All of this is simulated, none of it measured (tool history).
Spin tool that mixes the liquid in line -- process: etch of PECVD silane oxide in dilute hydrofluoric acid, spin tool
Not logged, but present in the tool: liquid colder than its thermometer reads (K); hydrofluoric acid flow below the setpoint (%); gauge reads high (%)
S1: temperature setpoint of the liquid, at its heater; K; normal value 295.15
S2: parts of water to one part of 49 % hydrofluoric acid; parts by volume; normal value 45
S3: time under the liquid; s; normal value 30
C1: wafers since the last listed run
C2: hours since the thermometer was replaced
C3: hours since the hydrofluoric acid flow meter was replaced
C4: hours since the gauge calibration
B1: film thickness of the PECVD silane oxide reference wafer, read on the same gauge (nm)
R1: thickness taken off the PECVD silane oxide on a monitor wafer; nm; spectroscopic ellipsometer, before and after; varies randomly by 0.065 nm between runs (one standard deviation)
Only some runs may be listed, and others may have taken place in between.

run	hour	S1	S2	S3	C1	C2	C3	C4	B1	R1
1	0	295.15	45	30	0	2471.5	1557.4	133.3	39.98	25.04
2	13.7	295.15	45	30	261	2485.2	1571.1	147	40	25.09
3	19.9	295.15	30	20	118	2491.4	1577.3	153.2	40	25.5
4	37.2	295.15	30	20	329	2508.7	1594.6	170.5	40.01	25.47
5	50.5	295.15	30	20	253	2522	1607.9	183.8	39.99	25.42
6	64.1	295.15	45	30	259	2535.6	1621.5	197.4	40.01	24.74
7	79.1	295.15	45	30	286	2550.6	1636.5	212.4	40	24.84
8	94.7	295.15	45	30	297	2566.2	1652.1	228	40	24.8
9	102.8	295.15	45	30	154	2574.3	1660.2	236.1	39.98	24.7
10	117.9	299.15	65	30	287	2589.4	1675.3	251.2	40.01	19.62
# hour 124.9: gauge calibrated
11	133.4	295.15	60	40	295	2604.9	1690.8	8.5	40	24.17
12	148.7	295.15	45	40	291	2620.2	1706.1	23.8	40.01	32.73
13	158.8	295.15	45	30	192	2630.3	1716.2	33.9	40	24.6
# hour 165.2: hydrofluoric acid flow meter replaced
14	170.3	296.65	25	30	200	2641.8	5.1	45.4	40.01	56.55
15	179	296.65	35	40	165	2650.5	13.8	54.1	40.01	53.21
# hour 183: thermometer replaced
16	189.4	295.15	45	30	179	6.4	24.2	64.5	40.02	32.18
17	205.5	291.15	45	30	307	22.5	40.3	80.6	39.99	27.07
18	222.2	293.15	45	20	318	39.2	57	97.3	40.02	19.63
19	231.1	295.15	45	30	169	48.1	65.9	106.2	39.99	32.1

Alternative continuations, all from the tool just after run 19; predict every row:
A	231.5	295.15	55	30	7	48.5	66.3	106.6	?	?
B	231.5	295.15	50	30	7	48.5	66.3	106.6	?	?
C	231.5	291.65	55	45	7	48.5	66.3	106.6	?	?

run	B1	R1
A	39.98	25.85
B	39.98	28.61
C	39.98	33.43
Without the tool's hidden state the same runs would have given:
run	R1
A	26.2
B	29
C	33.9
